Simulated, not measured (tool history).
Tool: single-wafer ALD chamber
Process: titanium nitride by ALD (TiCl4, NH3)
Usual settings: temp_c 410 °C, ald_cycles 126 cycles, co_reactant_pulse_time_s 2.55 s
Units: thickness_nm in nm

run,hour,temp_c,ald_cycles,co_reactant_pulse_time_s,"read-back reference wafer on the same gauge, thickness_nm",thickness_nm
1,0.0,410,126,2.55,3.097,2.780
2,10.1,410,126,2.55,3.097,2.758
3,26.8,422,126,2.55,3.097,2.767
4,36.3,422,126,2.55,3.101,2.768
5,52.3,399,126,2.55,3.098,2.765
# hour 62.7: showerhead replaced
6,63.2,399,126,2.55,3.101,2.766
# hour 71.7: gauge calibrated
7,77.8,399,126,2.55,3.097,2.769
8,84.3,400,149,3.41,3.101,3.298
9,94.9,395,114,2.12,3.098,2.470
# hour 109.1: thermocouple changed; heater temperature recalibrated
10,110.7,410,136,3.13,3.100,3.005
11,122.7,410,138,1.70,3.099,2.989
12,129.0,410,126,2.94,3.099,2.780
13,137.6,410,114,2.15,3.099,2.495
14,144.5,410,126,2.55,3.101,2.755
15,151.5,410,126,2.55,3.103,2.769

What the log doesn't show, run by run:
wafer temperature above the value expected at the setpoint (K): 0 in every run
gauge reads high (%): 0 in every run
